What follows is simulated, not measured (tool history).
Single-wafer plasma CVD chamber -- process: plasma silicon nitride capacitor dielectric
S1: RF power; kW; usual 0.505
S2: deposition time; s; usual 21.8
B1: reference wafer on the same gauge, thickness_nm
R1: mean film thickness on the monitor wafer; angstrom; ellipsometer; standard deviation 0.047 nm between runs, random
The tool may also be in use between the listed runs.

run,hour,S1,S2,B1,R1
1,0,0.505,21.8,26.002,305.4
2,18.2,0.505,21.8,26.003,305.69
3,35.2,0.505,24.6,26.004,345.81
4,70.8,0.505,24.6,25.998,345.67
5,100.9,0.505,21.8,25.995,305.89
6,179.6,0.505,20,25.992,280.14
7,196.5,0.535,19.8,26.002,281.89
8,215.6,0.535,19.8,25.993,281.76
# hour 283.3: gauge calibrated
9,298.2,0.535,21.8,26.001,310.07
# hour 320.6: showerhead replaced
10,326,0.505,24.6,26.001,345.14
# hour 334.8: RF generator calibrated
11,344.5,0.46,24.1,25.994,337.77
12,378.6,0.47,21.8,26.002,306.52

Expected results for the next run?
13,411.4,0.445,18.5,?,?

B1: 26.009
R1: 255.82 angstrom
With the hidden condition absent and the run-to-run variation left alone, this run would have shown R1 256.94 angstrom.
